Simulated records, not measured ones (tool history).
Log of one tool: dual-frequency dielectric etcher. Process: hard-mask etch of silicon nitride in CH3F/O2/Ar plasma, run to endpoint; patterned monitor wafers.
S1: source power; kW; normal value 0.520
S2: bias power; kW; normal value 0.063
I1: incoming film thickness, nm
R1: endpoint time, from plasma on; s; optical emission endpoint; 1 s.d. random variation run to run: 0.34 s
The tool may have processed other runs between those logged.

run 1 day=0.000 | S1=0.520 S2=0.063 | I1=46.59 | R1=66.7
run 2 day=0.362 | S1=0.520 S2=0.063 | I1=46.77 | R1=67.6
run 3 day=0.717 | S1=0.520 S2=0.063 | I1=46.98 | R1=67.8
run 4 day=1.038 | S1=0.520 S2=0.063 | I1=46.64 | R1=67.4
run 5 day=1.621 | S1=0.520 S2=0.063 | I1=46.39 | R1=66.9
run 6 day=2.229 | S1=0.430 S2=0.063 | I1=46.75 | R1=72.4
run 7 day=2.933 | S1=0.430 S2=0.063 | I1=46.92 | R1=72.8
run 8 day=3.329 | S1=0.520 S2=0.063 | I1=46.96 | R1=67.1
-- day=4.088 bias power generator calibrated
run 9 day=4.108 | S1=0.520 S2=0.071 | I1=46.35 | R1=63.9
run 10 day=4.242 | S1=0.520 S2=0.071 | I1=46.95 | R1=64.9
run 11 day=4.842 | S1=0.610 S2=0.075 | I1=46.07 | R1=58.2
-- day=5.975 wet clean of the chamber
-- day=5.975 source power generator calibrated
run 12 day=5.996 | S1=0.520 S2=0.063 | I1=46.91 | R1=64.2
run 13 day=6.012 | S1=0.520 S2=0.063 | I1=46.91 | R1=65.0
run 14 day=6.025 | S1=0.520 S2=0.063 | I1=46.59 | R1=63.8
-- day=7.054 upper electrode replaced
run 15 day=7.075 | S1=0.520 S2=0.068 | I1=47.51 | R1=63.5
run 16 day=7.088 | S1=0.420 S2=0.053 | I1=47.03 | R1=76.5
run 17 day=7.604 | S1=0.520 S2=0.063 | I1=46.75 | R1=64.7
run 18 day=8.092 | S1=0.520 S2=0.063 | I1=47.10 | R1=65.2
run 19 day=8.800 | S1=0.520 S2=0.063 | I1=46.67 | R1=64.8
run 20 day=9.367 | S1=0.640 S2=0.051 | I1=46.56 | R1=64.7
run 21 day=10.042 | S1=0.570 S2=0.077 | I1=46.76 | R1=57.0
run 22 day=10.562 | S1=0.620 S2=0.070 | I1=47.36 | R1=58.6

The next listed run, before its measurement:
run 23 day=10.888 | S1=0.460 S2=0.070 | I1=46.72 | R1=?

R1: 65.2 s
Had the tool carried no hidden state, the very same run would have given R1 64.8 s.

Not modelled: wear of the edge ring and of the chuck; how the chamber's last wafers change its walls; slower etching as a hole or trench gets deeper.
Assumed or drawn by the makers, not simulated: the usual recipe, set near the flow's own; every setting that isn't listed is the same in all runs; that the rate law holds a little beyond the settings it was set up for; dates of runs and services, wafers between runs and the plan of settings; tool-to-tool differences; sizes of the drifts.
